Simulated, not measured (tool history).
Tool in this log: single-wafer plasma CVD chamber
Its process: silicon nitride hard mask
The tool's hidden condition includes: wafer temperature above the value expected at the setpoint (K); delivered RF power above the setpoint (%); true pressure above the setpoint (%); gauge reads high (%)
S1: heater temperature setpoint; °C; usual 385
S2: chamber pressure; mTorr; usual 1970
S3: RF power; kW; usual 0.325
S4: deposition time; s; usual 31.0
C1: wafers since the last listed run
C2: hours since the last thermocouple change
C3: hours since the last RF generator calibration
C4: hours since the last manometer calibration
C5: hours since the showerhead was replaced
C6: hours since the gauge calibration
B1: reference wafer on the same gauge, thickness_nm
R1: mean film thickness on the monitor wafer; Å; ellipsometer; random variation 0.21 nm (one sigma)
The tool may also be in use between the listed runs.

run	hour	S1	S2	S3	S4	C1	C2	C3	C4	C5	C6	B1	R1
1	0.0	385	1970	0.325	31.0	0	1405.8	1366.7	940.3	3231.2	686.1	37.085	435.65
2	52.7	385	1860	0.325	29.1	1444	1458.5	1419.4	993.0	3283.9	738.8	37.085	404.54
# hour 52.7: gauge calibrated
3	107.0	385	1970	0.325	31.0	1488	1512.8	1473.7	1047.3	3338.2	54.3	37.109	435.23
4	165.0	385	1970	0.325	31.0	1589	1570.8	1531.7	1105.3	3396.2	112.3	37.133	434.00
5	323.8	385	1970	0.325	31.0	4352	1729.6	1690.5	1264.1	3555.0	271.1	37.150	431.43
6	477.2	385	1970	0.325	31.0	4204	1883.0	1843.9	1417.5	3708.4	424.5	37.127	432.53
7	525.3	385	1970	0.325	31.0	1318	1931.1	1892.0	1465.6	3756.5	472.6	37.148	431.26
8	619.5	385	1970	0.325	31.0	2582	2025.3	1986.2	1559.8	3850.7	566.8	37.131	432.09
# hour 716.6: capacitance manometer re-zeroed and calibrated
9	721.2	385	1970	0.325	31.0	2568	2127.0	2087.9	4.6	3952.4	668.5	37.041	435.68
# hour 774.5: showerhead replaced
10	816.5	385	1970	0.275	36.1	2393	2222.3	2183.2	99.9	42.0	763.8	37.106	470.35
# hour 836.5: thermocouple changed; heater temperature recalibrated
# hour 843.2: gauge calibrated
11	905.3	379	1590	0.275	28.4	2214	68.8	2272.0	188.7	130.8	62.1	37.219	353.03
12	1010.3	374	2260	0.325	25.5	2878	173.8	2377.0	293.7	235.8	167.1	37.121	368.00
13	1089.0	385	1750	0.325	25.9	2157	252.5	2455.7	372.4	314.5	245.8	37.113	353.95
# hour 1115.6: RF generator calibrated
14	1148.0	385	2420	0.325	26.6	1397	311.5	32.4	431.4	373.5	304.8	37.032	402.07
15	1218.5	376	2200	0.325	35.1	1932	382.0	102.9	501.9	444.0	375.3	37.040	516.60
16	1283.1	385	1970	0.325	31.0	1770	446.6	167.5	566.5	508.6	439.9	37.123	443.41
17	1460.9	398	1720	0.325	29.4	4873	624.4	345.3	744.3	686.4	617.7	37.020	405.13

Some steps in R1, run to run, broken into two amounts with sign: the step expected even without the hidden condition (settings, incoming material, random variation), and the rest, left for the hidden condition together with whatever gauge scatter is not in both the measured and the hidden-condition-free result:
Run 10 -> 11: S1 385 -> 379, S2 1970 -> 1590, S4 36.1 -> 28.4, thermocouple changed; heater temperature recalibrated, gauge calibrated. R1 -117.32 Å: hidden state +4.67, all else -121.99.
Run 13 -> 14: S2 1750 -> 2420, S4 25.9 -> 26.6, RF generator calibrated. R1 +48.12 Å: hidden state +11.23, all else +36.89.
